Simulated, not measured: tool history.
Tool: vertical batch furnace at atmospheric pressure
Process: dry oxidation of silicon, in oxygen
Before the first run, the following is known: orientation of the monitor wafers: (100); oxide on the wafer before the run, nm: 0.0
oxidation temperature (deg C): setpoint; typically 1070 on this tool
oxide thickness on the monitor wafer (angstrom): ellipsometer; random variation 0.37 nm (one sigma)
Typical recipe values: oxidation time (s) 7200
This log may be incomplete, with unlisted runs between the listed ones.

| run | day | oxidation temperature (deg C) | oxidation time (s) | wafers since the last listed run | hours since the last temperature calibration | hours since the boat lift was adjusted | hours since the gauge calibration | read-back reference wafer on the same gauge, thickness | oxide thickness on the monitor wafer (angstrom) |
|---|---|---|---|---|---|---|---|---|---|
| 1 | 0 | 1070 | 7200 | 0 | 1600.9 | 830.9 | 567.3 | 160.94 | 1411.3 |
| 2 | 3.904 | 1070 | 7200 | 844 | 1694.6 | 924.6 | 661 | 160.96 | 1408.3 |
| 3 | 4.55 | 1070 | 7200 | 139 | 1710.1 | 940.1 | 676.5 | 161.01 | 1418.8 |
| 4 | 5.496 | 1070 | 7200 | 204 | 1732.8 | 962.8 | 699.2 | 161.03 | 1416.6 |
| 5 | 6.6 | 1070 | 7200 | 238 | 1759.3 | 989.3 | 725.7 | 160.97 | 1408.5 |
| 6 | 7.371 | 1070 | 7200 | 166 | 1777.8 | 1007.8 | 744.2 | 161.08 | 1411.8 |
| 7 | 8.725 | 1070 | 7200 | 293 | 1810.3 | 1040.3 | 776.7 | 161.03 | 1415.8 |
| 8 | 9.908 | 1070 | 7200 | 256 | 1838.7 | 1068.7 | 805.1 | 161 | 1405.3 |
| 9 | 10.742 | 1080 | 5340 | 180 | 1858.7 | 1088.7 | 825.1 | 161.01 | 1258.9 |
| 10 | 11.871 | 1080 | 5340 | 244 | 1885.8 | 1115.8 | 852.2 | 161.06 | 1257.9 |
| 11 | 13.35 | 1080 | 5340 | 320 | 1921.3 | 1151.3 | 887.7 | 160.98 | 1261.1 |
|  | 14.408 | thermocouples replaced and temperature profile calibrated |
| 12 | 15.542 | 1051 | 7200 | 257 | 27.2 | 1203.9 | 940.3 | 160.99 | 1217.3 |
| 13 | 16.458 | 1051 | 7200 | 198 | 49.2 | 1225.9 | 962.3 | 160.98 | 1218.2 |
| 14 | 19.808 | 1051 | 7200 | 724 | 129.6 | 1306.3 | 1042.7 | 161.01 | 1213.9 |
| 15 | 20.671 | 1075 | 7200 | 186 | 150.3 | 1327 | 1063.4 | 160.98 | 1465.1 |
| 16 | 22.046 | 1075 | 7200 | 297 | 183.3 | 1360 | 1096.4 | 160.96 | 1462.1 |
| 17 | 23.112 | 1075 | 7200 | 230 | 208.9 | 1385.6 | 1122 | 161 | 1463.7 |
| 18 | 24.579 | 1070 | 7200 | 317 | 244.1 | 1420.8 | 1157.2 | 161.02 | 1408.9 |
| 19 | 25.558 | 1070 | 8370 | 211 | 267.6 | 1444.3 | 1180.7 | 161 | 1541.5 |
| 20 | 26.383 | 1070 | 7200 | 178 | 287.4 | 1464.1 | 1200.5 | 161.04 | 1411.2 |
| 21 | 27.829 | 1070 | 5010 | 312 | 322.1 | 1498.8 | 1235.2 | 160.97 | 1115.7 |
| 22 | 28.479 | 1070 | 7200 | 140 | 337.7 | 1514.4 | 1250.8 | 161.03 | 1405.6 |
| 23 | 29.462 | 1054 | 7200 | 212 | 361.3 | 1538 | 1274.4 | 160.91 | 1240.7 |
| 24 | 30.012 | 1070 | 7200 | 119 | 374.5 | 1551.2 | 1287.6 | 160.95 | 1414.4 |
| 25 | 30.708 | 1055 | 5370 | 150 | 391.2 | 1567.9 | 1304.3 | 161.06 | 1038.5 |
| 26 | 31.967 | 1070 | 9960 | 272 | 421.4 | 1598.1 | 1334.5 | 161 | 1734.3 |
|  | 32.575 | gauge calibrated |
| 27 | 33.225 | 1070 | 9840 | 272 | 451.6 | 1628.3 | 15.6 | 160.91 | 1714.9 |
| 28 | 34.625 | 1083 | 9120 | 302 | 485.2 | 1661.9 | 49.2 | 161.05 | 1787.8 |
| 29 | 35.146 | 1086 | 7200 | 112 | 497.7 | 1674.4 | 61.7 | 160.97 | 1580.1 |
|  | 36.325 | boat lift adjusted |
| 30 | 36.342 | 1070 | 7200 | 42 | 526.4 | 0.4 | 90.4 | 160.93 | 1442 |
| 31 | 39.475 | 1095 | 10620 | 678 | 601.6 | 75.6 | 165.6 | 161.01 | 2188.2 |
| 32 | 40.371 | 1091 | 10350 | 193 | 623.1 | 97.1 | 187.1 | 161.02 | 2100.1 |
| 33 | 41.412 | 1070 | 7200 | 225 | 648.1 | 122.1 | 212.1 | 161.08 | 1433.2 |
| 34 | 42.088 | 1080 | 5700 | 146 | 664.3 | 138.3 | 228.3 | 160.99 | 1334.1 |
| 35 | 43.196 | 1085 | 9120 | 239 | 690.9 | 164.9 | 254.9 | 160.92 | 1847 |
| 36 | 43.967 | 1070 | 3840 | 166 | 709.4 | 183.4 | 273.4 | 160.98 | 960.2 |
| 37 | 47.958 | 1092 | 9450 | 863 | 805.2 | 279.2 | 369.2 | 161.02 | 1976.2 |
| 38 | 49.058 | 1070 | 7200 | 238 | 831.6 | 305.6 | 395.6 | 160.93 | 1428.1 |
| 39 | 49.842 | 1063 | 4050 | 169 | 850.4 | 324.4 | 414.4 | 160.99 | 934.2 |
| 40 | 51.021 | 1089 | 6270 | 255 | 878.7 | 352.7 | 442.7 | 161.07 | 1496.8 |

What if the next run were any one of these 3? Each begins from the tool's condition after run 40:
| A | 51.288 | 1058 | 7200 | 57 | 885.1 | 359.1 | 449.1 | ? | ? |
| B | 51.288 | 1070 | 6060 | 57 | 885.1 | 359.1 | 449.1 | ? | ? |
| C | 51.288 | 1070 | 6270 | 57 | 885.1 | 359.1 | 449.1 | ? | ? |

| run | read-back reference wafer on the same gauge, thickness | oxide thickness on the monitor wafer (angstrom) |
|---|---|---|
| A | 161.05 | 1299.8 |
| B | 161.05 | 1275.1 |
| C | 161.05 | 1303.2 |
Without the tool's hidden state the same runs would have given:
| run | oxide thickness on the monitor wafer (angstrom) |
|---|---|
| A | 1323.7 |
| B | 1297.9 |
| C | 1326.4 |
